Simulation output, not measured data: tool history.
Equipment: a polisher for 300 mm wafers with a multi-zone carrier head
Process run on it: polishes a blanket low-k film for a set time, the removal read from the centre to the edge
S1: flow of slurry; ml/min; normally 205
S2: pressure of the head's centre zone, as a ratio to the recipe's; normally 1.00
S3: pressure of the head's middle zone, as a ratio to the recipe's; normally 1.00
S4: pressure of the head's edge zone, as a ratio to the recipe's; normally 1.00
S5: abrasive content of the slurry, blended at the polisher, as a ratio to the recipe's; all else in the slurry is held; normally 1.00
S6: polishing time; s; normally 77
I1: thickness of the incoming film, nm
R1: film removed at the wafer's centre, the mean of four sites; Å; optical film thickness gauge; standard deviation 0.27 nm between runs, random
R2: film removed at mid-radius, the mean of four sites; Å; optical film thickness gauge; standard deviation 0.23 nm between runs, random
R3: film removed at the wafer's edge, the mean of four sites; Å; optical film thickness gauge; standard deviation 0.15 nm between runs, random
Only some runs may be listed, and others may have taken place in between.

Run 1, day 0.000: usual settings; I1 719.7. Result: R1 201 Å, R2 203 Å, R3 201 Å.
Run 2, day 1.150: usual settings; I1 714.4. Result: R1 227 Å, R2 230 Å, R3 229 Å.
Run 3, day 1.742: usual settings but S1 260 ml/min; I1 725.0. Result: R1 233 Å, R2 233 Å, R3 232 Å.
Run 4, day 2.867: usual settings; I1 714.0. Result: R1 212 Å, R2 215 Å, R3 218 Å.
Run 5, day 3.879: usual settings; I1 709.4. Result: R1 211 Å, R2 209 Å, R3 210 Å.
Run 6, day 4.417: usual settings; I1 715.1. Result: R1 201 Å, R2 206 Å, R3 207 Å.
Run 7, day 5.800: usual settings; I1 728.5. Result: R1 226 Å, R2 231 Å, R3 229 Å.
Run 8, day 6.621: usual settings; I1 713.2. Result: R1 220 Å, R2 225 Å, R3 226 Å.
Run 9, day 7.771: usual settings; I1 720.8. Result: R1 212 Å, R2 219 Å, R3 215 Å.
Run 10, day 9.158: usual settings but S6 59 s; I1 715.4. Result: R1 158 Å, R2 160 Å, R3 159 Å.
Run 11, day 10.079: usual settings but S1 270 ml/min, S2 1.09, S3 1.04, S6 98 s; I1 726.1. Result: R1 293 Å, R2 271 Å, R3 265 Å.
Run 12, day 10.688: usual settings but S2 0.95, S3 0.89, S6 62 s; I1 722.9. Result: R1 175 Å, R2 171 Å, R3 186 Å.
Run 13, day 12.038: usual settings but S2 0.94; I1 728.2. Result: R1 210 Å, R2 220 Å, R3 225 Å.
Run 14, day 13.129: usual settings; I1 722.3. Result: R1 219 Å, R2 217 Å, R3 216 Å.
Run 15, day 13.679: usual settings but S4 1.09, S5 0.75, S6 103 s; I1 729.9. Result: R1 242 Å, R2 241 Å, R3 252 Å.
Run 16, day 15.008: usual settings but S1 135 ml/min, S4 0.88, S5 0.80, S6 60 s; I1 717.3. Result: R1 126 Å, R2 128 Å, R3 125 Å.
Run 17, day 15.846: usual settings; I1 720.6. Result: R1 199 Å, R2 199 Å, R3 198 Å.
Run 18, day 16.638: usual settings; I1 726.4. Result: R1 228 Å, R2 227 Å, R3 228 Å.
Run 19, day 18.075: usual settings but S1 160 ml/min; I1 722.9. Result: R1 200 Å, R2 205 Å, R3 209 Å.
Run 20, day 18.892: usual settings but S3 1.03, S4 1.10, S6 102 s; I1 728.5. Result: R1 282 Å, R2 286 Å, R3 292 Å.
Run 21, day 19.533: usual settings but S2 0.88, S3 0.92; I1 732.0. Result: R1 181 Å, R2 192 Å, R3 207 Å.

Missing from the log above: 8 entries noted between runs. For each, name the pair of listed runs it sits between and say how the tool's hidden condition differs from the listed run just before to the listed run just after:
Run 1 -> run 2: worn pad replaced by a new one (day 0.825)
  removal rate lost through wear of the pad, %: 13 -> 1.75
  the result without the hidden state subtracted from the measured one, R1: -30 -> -4 Å; R2: -30 -> -4 Å; R3: -30 -> -4 Å
Run 6 -> run 7: worn pad replaced by a new one (day 5.596)
  removal rate lost through wear of the pad, %: 11.2 -> 1.08
  the result without the hidden state subtracted from the measured one, R1: -26 -> -3 Å; R2: -26 -> -3 Å; R3: -26 -> -3 Å
Run 8 -> run 9: carrier head's membrane replaced by a new one (day 7.642)
  removal rate lost through wear of the pad, %: 3.45 -> 6.77
  the result without the hidden state subtracted from the measured one, R1: -8 -> -16 Å; R2: -8 -> -16 Å; R3: -8 -> -15 Å
Run 9 -> run 10: slurry nozzle cleaned (day 7.825); edge zone pressure recalibrated (day 8.329); centre zone pressure recalibrated (day 8.875)
  removal rate lost through wear of the pad, %: 6.77 -> 10.8
  the result without the hidden state subtracted from the measured one, R1: -16 -> -19 Å; R2: -16 -> -20 Å; R3: -15 -> -19 Å
Run 11 -> run 12: worn pad replaced by a new one (day 10.667)
  removal rate lost through wear of the pad, %: 13.4 -> 0.281
  the result without the hidden state subtracted from the measured one, R1: -45 -> +0 Å; R2: -42 -> +0 Å; R3: -41 -> +0 Å
Run 17 -> run 18: worn pad replaced by a new one (day 16.025)
  removal rate lost through wear of the pad, %: 15.2 -> 2.35
  the result without the hidden state subtracted from the measured one, R1: -36 -> -5 Å; R2: -36 -> -5 Å; R3: -35 -> -5 Å
